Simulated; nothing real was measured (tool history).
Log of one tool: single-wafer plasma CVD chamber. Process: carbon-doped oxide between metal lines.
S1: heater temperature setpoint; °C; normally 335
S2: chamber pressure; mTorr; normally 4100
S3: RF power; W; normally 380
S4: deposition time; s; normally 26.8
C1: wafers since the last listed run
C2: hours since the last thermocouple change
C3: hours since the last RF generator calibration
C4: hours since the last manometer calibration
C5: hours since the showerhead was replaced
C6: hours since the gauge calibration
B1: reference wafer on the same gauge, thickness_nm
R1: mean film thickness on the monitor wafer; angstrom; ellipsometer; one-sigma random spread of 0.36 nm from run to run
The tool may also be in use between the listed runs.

{"run": 1, "hour": 0.0, "S1": 344, "S2": 4100, "S3": 380, "S4": 23.6, "C1": 0, "C2": 1178.0, "C3": 1124.2, "C4": 2155.0, "C5": 3026.3, "C6": 165.9, "B1": 133.893, "R1": 1066.63}
{"run": 2, "hour": 13.2, "S1": 344, "S2": 4100, "S3": 380, "S4": 23.6, "C1": 382, "C2": 1191.2, "C3": 1137.4, "C4": 2168.2, "C5": 3039.5, "C6": 179.1, "B1": 134.065, "R1": 1068.85}
{"run": 3, "hour": 46.5, "S1": 335, "S2": 4100, "S3": 335, "S4": 26.8, "C1": 964, "C2": 1224.5, "C3": 1170.7, "C4": 2201.5, "C5": 3072.8, "C6": 212.4, "B1": 133.88, "R1": 1151.41}
{"run": 4, "hour": 71.7, "S1": 335, "S2": 4100, "S3": 325, "S4": 28.1, "C1": 729, "C2": 1249.7, "C3": 1195.9, "C4": 2226.7, "C5": 3098.0, "C6": 237.6, "B1": 133.895, "R1": 1179.67}
{"run": 5, "hour": 96.4, "S1": 335, "S2": 4100, "S3": 325, "S4": 28.1, "C1": 715, "C2": 1274.4, "C3": 1220.6, "C4": 2251.4, "C5": 3122.7, "C6": 262.3, "B1": 134.025, "R1": 1180.89}
{"run": 6, "hour": 110.5, "S1": 335, "S2": 4100, "S3": 325, "S4": 28.1, "C1": 408, "C2": 1288.5, "C3": 1234.7, "C4": 2265.5, "C5": 3136.8, "C6": 276.4, "B1": 134.073, "R1": 1180.5}
{"run": 7, "hour": 127.2, "S1": 335, "S2": 4100, "S3": 380, "S4": 30.1, "C1": 483, "C2": 1305.2, "C3": 1251.4, "C4": 2282.2, "C5": 3153.5, "C6": 293.1, "B1": 134.039, "R1": 1394.65}
{"hour": 127.8, "done": "gauge calibrated"}
{"run": 8, "hour": 158.2, "S1": 335, "S2": 4100, "S3": 380, "S4": 26.8, "C1": 898, "C2": 1336.2, "C3": 1282.4, "C4": 2313.2, "C5": 3184.5, "C6": 30.4, "B1": 134.121, "R1": 1242.4}
{"run": 9, "hour": 175.9, "S1": 335, "S2": 4340, "S3": 380, "S4": 26.8, "C1": 512, "C2": 1353.9, "C3": 1300.1, "C4": 2330.9, "C5": 3202.2, "C6": 48.1, "B1": 134.005, "R1": 1262.0}
{"run": 10, "hour": 207.8, "S1": 335, "S2": 4340, "S3": 380, "S4": 26.8, "C1": 924, "C2": 1385.8, "C3": 1332.0, "C4": 2362.8, "C5": 3234.1, "C6": 80.0, "B1": 133.923, "R1": 1264.07}
{"hour": 243.9, "done": "RF generator calibrated"}
{"hour": 248.7, "done": "thermocouple changed; heater temperature recalibrated"}
{"run": 11, "hour": 261.9, "S1": 335, "S2": 4100, "S3": 380, "S4": 26.8, "C1": 1197, "C2": 13.2, "C3": 18.0, "C4": 2416.9, "C5": 3288.2, "C6": 134.1, "B1": 134.018, "R1": 1292.46}
{"hour": 286.9, "done": "showerhead replaced, of another model than before"}
{"run": 12, "hour": 287.4, "S1": 323, "S2": 5100, "S3": 380, "S4": 29.6, "C1": 506, "C2": 38.7, "C3": 43.5, "C4": 2442.4, "C5": 0.5, "C6": 159.6, "B1": 133.98, "R1": 1569.46}
{"run": 13, "hour": 311.1, "S1": 335, "S2": 4100, "S3": 380, "S4": 30.7, "C1": 686, "C2": 62.4, "C3": 67.2, "C4": 2466.1, "C5": 24.2, "C6": 183.3, "B1": 134.078, "R1": 1469.48}
{"run": 14, "hour": 340.7, "S1": 345, "S2": 3370, "S3": 380, "S4": 30.5, "C1": 857, "C2": 92.0, "C3": 96.8, "C4": 2495.7, "C5": 53.8, "C6": 212.9, "B1": 133.871, "R1": 1358.05}
{"hour": 354.0, "done": "capacitance manometer re-zeroed and calibrated"}
{"run": 15, "hour": 359.3, "S1": 335, "S2": 4100, "S3": 380, "S4": 26.8, "C1": 307, "C2": 110.6, "C3": 115.4, "C4": 5.3, "C5": 72.4, "C6": 231.5, "B1": 134.088, "R1": 1285.07}
{"run": 16, "hour": 385.5, "S1": 346, "S2": 4100, "S3": 380, "S4": 24.5, "C1": 758, "C2": 136.8, "C3": 141.6, "C4": 31.5, "C5": 98.6, "C6": 257.7, "B1": 133.985, "R1": 1132.83}
{"run": 17, "hour": 403.6, "S1": 342, "S2": 3790, "S3": 410, "S4": 28.2, "C1": 524, "C2": 154.9, "C3": 159.7, "C4": 49.6, "C5": 116.7, "C6": 275.8, "B1": 134.013, "R1": 1369.0}
{"hour": 405.7, "done": "gauge calibrated"}
{"run": 18, "hour": 422.4, "S1": 335, "S2": 4100, "S3": 450, "S4": 26.8, "C1": 544, "C2": 173.7, "C3": 178.5, "C4": 68.4, "C5": 135.5, "C6": 16.7, "B1": 134.011, "R1": 1470.58}
{"run": 19, "hour": 500.7, "S1": 335, "S2": 4100, "S3": 450, "S4": 26.8, "C1": 2268, "C2": 252.0, "C3": 256.8, "C4": 146.7, "C5": 213.8, "C6": 95.0, "B1": 133.957, "R1": 1458.88}
{"run": 20, "hour": 525.3, "S1": 335, "S2": 4100, "S3": 325, "S4": 28.1, "C1": 712, "C2": 276.6, "C3": 281.4, "C4": 171.3, "C5": 238.4, "C6": 119.6, "B1": 134.012, "R1": 1150.91}

4 options for the next run, each taken on its own from the tool as it stands now. Forecast them:
{"run": "A", "hour": 525.7, "S1": 324, "S2": 4100, "S3": 380, "S4": 26.8, "C1": 11, "C2": 277.0, "C3": 281.8, "C4": 171.7, "C5": 238.8, "C6": 120.0, "B1": "?", "R1": "?"}
{"run": "B", "hour": 525.7, "S1": 335, "S2": 3840, "S3": 425, "S4": 26.8, "C1": 11, "C2": 277.0, "C3": 281.8, "C4": 171.7, "C5": 238.8, "C6": 120.0, "B1": "?", "R1": "?"}
{"run": "C", "hour": 525.7, "S1": 323, "S2": 4100, "S3": 405, "S4": 26.8, "C1": 11, "C2": 277.0, "C3": 281.8, "C4": 171.7, "C5": 238.8, "C6": 120.0, "B1": "?", "R1": "?"}
{"run": "D", "hour": 525.7, "S1": 335, "S2": 4600, "S3": 380, "S4": 26.8, "C1": 11, "C2": 277.0, "C3": 281.8, "C4": 171.7, "C5": 238.8, "C6": 120.0, "B1": "?", "R1": "?"}

run=A B1=134.032 R1=1311.59
run=B B1=134.032 R1=1364.73
run=C B1=134.032 R1=1390.24
run=D B1=134.032 R1=1311.69
With the hidden condition removed and each run's random variation left untouched, the same runs would have given:
run=A R1=1346.98
run=B R1=1400.14
run=C R1=1426.31
run=D R1=1347.08

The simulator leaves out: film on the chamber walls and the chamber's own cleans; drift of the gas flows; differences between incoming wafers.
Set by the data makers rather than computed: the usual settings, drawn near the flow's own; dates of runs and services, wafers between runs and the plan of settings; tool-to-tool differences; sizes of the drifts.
